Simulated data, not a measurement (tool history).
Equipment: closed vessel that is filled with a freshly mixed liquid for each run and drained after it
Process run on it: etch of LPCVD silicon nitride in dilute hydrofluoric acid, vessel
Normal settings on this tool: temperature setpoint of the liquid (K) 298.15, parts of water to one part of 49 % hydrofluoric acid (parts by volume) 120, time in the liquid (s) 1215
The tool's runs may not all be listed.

run,hour,temperature setpoint of the liquid (K),parts of water to one part of 49 % hydrofluoric acid (parts by volume),time in the liquid (s),wafers since the last listed run,hours since the thermometer was replaced,hours since the hydrofluoric acid flow meter was replaced,hours since the gauge calibration,"read-back film thickness of the LPCVD silicon nitride reference wafer, read on the same gauge (nm)",thickness taken off the LPCVD silicon nitride on a monitor wafer (nm)
1,0.0,296.15,120,1215,0,1429.1,666.0,387.6,130.03,4.85
2,55.0,296.15,120,1215,2137,1484.1,721.0,442.6,130.00,4.85
3,101.4,298.15,120,1215,1803,1530.5,767.4,489.0,130.02,5.52
4,143.7,298.15,120,1215,1643,1572.8,809.7,531.3,129.98,5.48
5,181.4,298.15,120,1215,1465,1610.5,847.4,569.0,130.00,5.41
6,247.2,300.15,120,985,2557,1676.3,913.2,634.8,130.00,5.03
7,279.6,300.15,120,985,1259,1708.7,945.6,667.2,130.00,5.01
# hour 317.1: thermometer replaced
8,331.6,300.15,120,985,1981,14.5,997.6,719.2,130.04,5.02
9,396.2,299.15,120,1215,2510,79.1,1062.2,783.8,130.00,5.82
10,442.6,299.15,120,1215,1803,125.5,1108.6,830.2,130.00,5.84
11,486.8,298.15,95,610,1717,169.7,1152.8,874.4,130.02,3.39
# hour 496.3: gauge calibrated
# hour 510.4: hydrofluoric acid flow meter replaced
12,542.5,298.15,140,1630,2125,225.4,32.1,46.2,130.01,5.79
13,570.3,296.65,120,1405,1080,253.2,59.9,74.0,130.03,5.26
14,640.6,302.15,145,485,2731,323.5,130.2,144.3,129.98,2.14
15,691.6,302.15,85,1475,1981,374.5,181.2,195.3,130.01,11.06
# hour 705.4: hydrofluoric acid flow meter replaced, repeated, since the last time left the tool worse
16,748.4,295.65,160,1690,2168,431.3,43.0,252.1,130.01,5.09
17,782.5,298.15,145,1215,1325,465.4,77.1,286.2,130.01,4.66
18,863.2,300.15,120,985,3136,546.1,157.8,366.9,129.98,5.23
19,1012.1,298.15,150,1215,5786,695.0,306.7,515.8,130.00,4.44
20,1053.4,298.15,120,1215,1604,736.3,348.0,557.1,130.02,5.56

Below, some changes in thickness taken off the LPCVD silicon nitride on a monitor wafer (nm) between adjacent runs. For each, the amount present without the hidden state too (settings, incoming material, random variation) and the amount remaining for the hidden state with gauge scatter not shared by both compared results:
Hidden state present: liquid colder than its thermometer reads (K); hydrofluoric acid flow below the setpoint (%); gauge reads high (%).
Run 14 -> 15: parts of water to one part of 49 % hydrofluoric acid (parts by volume) 145 -> 85, time in the liquid (s) 485 -> 1475. thickness taken off the LPCVD silicon nitride on a monitor wafer (nm) +8.92: hidden state -1.38, all else +10.30.
Run 15 -> 16: temperature setpoint of the liquid (K) 302.15 -> 295.65, parts of water to one part of 49 % hydrofluoric acid (parts by volume) 85 -> 160, time in the liquid (s) 1475 -> 1690, hydrofluoric acid flow meter replaced, repeated, since the last time left the tool worse. thickness taken off the LPCVD silicon nitride on a monitor wafer (nm) -5.97: hidden state +1.63, all else -7.60.

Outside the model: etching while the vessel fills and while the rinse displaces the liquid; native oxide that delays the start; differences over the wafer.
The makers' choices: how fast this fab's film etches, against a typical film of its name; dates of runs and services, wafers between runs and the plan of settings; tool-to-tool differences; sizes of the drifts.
